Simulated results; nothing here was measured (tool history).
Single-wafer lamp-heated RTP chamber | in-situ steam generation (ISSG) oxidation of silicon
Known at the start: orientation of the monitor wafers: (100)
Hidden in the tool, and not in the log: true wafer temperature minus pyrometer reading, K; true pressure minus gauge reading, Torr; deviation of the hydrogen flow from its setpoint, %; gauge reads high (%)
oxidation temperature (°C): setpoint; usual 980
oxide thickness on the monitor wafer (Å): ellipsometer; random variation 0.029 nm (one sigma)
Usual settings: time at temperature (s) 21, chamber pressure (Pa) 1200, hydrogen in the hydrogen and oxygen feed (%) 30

| run | hour | oxidation temperature (°C) | time at temperature (s) | chamber pressure (Pa) | hydrogen in the hydrogen and oxygen feed (%) | wafers since the last listed run | wafers since the last pyrometer calibration | hours since the pressure gauge was zeroed | hours since the hydrogen flow controller was replaced | hours since the gauge calibration | read-back reference wafer on the same gauge, thickness | oxide thickness on the monitor wafer (Å) |
|---|---|---|---|---|---|---|---|---|---|---|---|---|
| 1 | 0 | 980 | 21 | 1200 | 30 | 0 | 168 | 4696.3 | 1693.9 | 2496.2 | 5.855 | 51.38 |
| 2 | 48.6 | 980 | 21 | 1200 | 30 | 466 | 634 | 4744.9 | 1742.5 | 2544.8 | 5.831 | 51.44 |
|  | 67.2 | gauge calibrated |
| 3 | 118.1 | 980 | 21 | 1200 | 30 | 667 | 1302 | 4814.4 | 1812 | 50.9 | 5.846 | 51.38 |
| 4 | 276.3 | 980 | 21 | 1200 | 30 | 1518 | 2820 | 4972.6 | 1970.2 | 209.1 | 5.839 | 51.43 |
| 5 | 332.1 | 980 | 15 | 1200 | 30 | 535 | 3356 | 5028.4 | 2026 | 264.9 | 5.839 | 44.62 |
| 6 | 362.7 | 980 | 15 | 1200 | 30 | 293 | 3650 | 5059 | 2056.6 | 295.5 | 5.837 | 44.95 |
| 7 | 387.9 | 980 | 15 | 1200 | 30 | 241 | 3892 | 5084.2 | 2081.8 | 320.7 | 5.849 | 44.62 |
| 8 | 449.8 | 961 | 13 | 1120 | 32 | 594 | 4486 | 5146.1 | 2143.7 | 382.6 | 5.843 | 40.77 |
|  | 496.9 | hydrogen flow controller replaced |
| 9 | 502.3 | 980 | 21 | 1040 | 30 | 427 | 4913 | 5198.6 | 5.4 | 435.1 | 5.85 | 52.86 |
| 10 | 538.6 | 970 | 21 | 1200 | 22 | 348 | 5262 | 5234.9 | 41.7 | 471.4 | 5.834 | 46.67 |
|  | 581.7 | pressure gauge zeroed |
| 11 | 593.3 | 980 | 21 | 1200 | 30 | 448 | 5710 | 11.6 | 96.4 | 526.1 | 5.834 | 52.16 |
| 12 | 634 | 980 | 21 | 1200 | 30 | 390 | 6101 | 52.3 | 137.1 | 566.8 | 5.838 | 52.52 |
| 13 | 662.9 | 980 | 21 | 1200 | 26 | 277 | 6378 | 81.2 | 166 | 595.7 | 5.83 | 50.37 |
| 14 | 724.9 | 980 | 21 | 1360 | 20 | 595 | 6974 | 143.2 | 228 | 657.7 | 5.848 | 46.69 |
| 15 | 788.6 | 980 | 21 | 1200 | 30 | 611 | 7585 | 206.9 | 291.7 | 721.4 | 5.83 | 52.48 |
| 16 | 853.5 | 980 | 24 | 1200 | 32 | 623 | 8208 | 271.8 | 356.6 | 786.3 | 5.847 | 57.25 |
| 17 | 880 | 980 | 21 | 1200 | 27 | 254 | 8463 | 298.3 | 383.1 | 812.8 | 5.835 | 51.85 |
|  | 928.3 | pyrometer window cleaned and pyrometer calibrated |
| 18 | 940.4 | 980 | 24 | 1200 | 26 | 503 | 116 | 358.7 | 443.5 | 873.2 | 5.848 | 52.41 |
| 19 | 1008.5 | 980 | 21 | 1200 | 30 | 653 | 770 | 426.8 | 511.6 | 941.3 | 5.844 | 51.21 |
| 20 | 1078.8 | 980 | 25 | 1307 | 30 | 674 | 1445 | 497.1 | 581.9 | 1011.6 | 5.856 | 54.57 |
| 21 | 1137.3 | 985 | 18 | 1360 | 32 | 561 | 2006 | 555.6 | 640.4 | 1070.1 | 5.834 | 48.4 |
| 22 | 1192.8 | 968 | 27 | 1120 | 25 | 532 | 2539 | 611.1 | 695.9 | 1125.6 | 5.841 | 52.94 |
| 23 | 1230.6 | 997 | 21 | 1320 | 30 | 362 | 2902 | 648.9 | 733.7 | 1163.4 | 5.834 | 54.11 |
| 24 | 1273.8 | 980 | 21 | 1200 | 30 | 414 | 3317 | 692.1 | 776.9 | 1206.6 | 5.844 | 52.14 |
| 25 | 1302.6 | 999 | 21 | 1200 | 30 | 276 | 3593 | 720.9 | 805.7 | 1235.4 | 5.836 | 56.01 |
| 26 | 1330.3 | 980 | 21 | 1200 | 30 | 265 | 3859 | 748.6 | 833.4 | 1263.1 | 5.839 | 51.6 |
| 27 | 1360.2 | 980 | 21 | 1200 | 30 | 287 | 4146 | 778.5 | 863.3 | 1293 | 5.846 | 51.97 |
| 28 | 1400.8 | 980 | 15 | 1307 | 32 | 389 | 4536 | 819.1 | 903.9 | 1333.6 | 5.847 | 44.93 |
| 29 | 1461.8 | 980 | 21 | 1093 | 30 | 585 | 5122 | 880.1 | 964.9 | 1394.6 | 5.841 | 52.35 |
| 30 | 1488.1 | 989 | 18 | 1000 | 22 | 252 | 5374 | 906.4 | 991.2 | 1420.9 | 5.828 | 46.98 |

Hidden state or all else? Some run-to-run changes of oxide thickness on the monitor wafer (Å), split into what the settings, what came in and random variation would give without the hidden state, and what is left for the hidden state (with any gauge scatter that isn't in both results):
Run 8 -> 9: oxidation temperature (°C) 961 -> 980, time at temperature (s) 13 -> 21, chamber pressure (Pa) 1120 -> 1040, hydrogen in the hydrogen and oxygen feed (%) 32 -> 30, hydrogen flow controller replaced. oxide thickness on the monitor wafer (Å) +12.09: hidden state +0.4, all else +11.69.
Run 14 -> 15: chamber pressure (Pa) 1360 -> 1200, hydrogen in the hydrogen and oxygen feed (%) 20 -> 30. oxide thickness on the monitor wafer (Å) +5.79: hidden state +0.43, all else +5.36.
Run 15 -> 16: time at temperature (s) 21 -> 24, hydrogen in the hydrogen and oxygen feed (%) 30 -> 32. oxide thickness on the monitor wafer (Å) +4.77: hidden state +0.57, all else +4.2.
Run 17 -> 18: time at temperature (s) 21 -> 24, hydrogen in the hydrogen and oxygen feed (%) 27 -> 26, pyrometer window cleaned and pyrometer calibrated. oxide thickness on the monitor wafer (Å) +0.56: hidden state -2, all else +2.56.
Run 27 -> 28: time at temperature (s) 21 -> 15, chamber pressure (Pa) 1200 -> 1307, hydrogen in the hydrogen and oxygen feed (%) 30 -> 32. oxide thickness on the monitor wafer (Å) -7.04: hidden state -0.07, all else -6.97.
Run 28 -> 29: time at temperature (s) 15 -> 21, chamber pressure (Pa) 1307 -> 1093, hydrogen in the hydrogen and oxygen feed (%) 32 -> 30. oxide thickness on the monitor wafer (Å) +7.42: hidden state +0.33, all else +7.09.
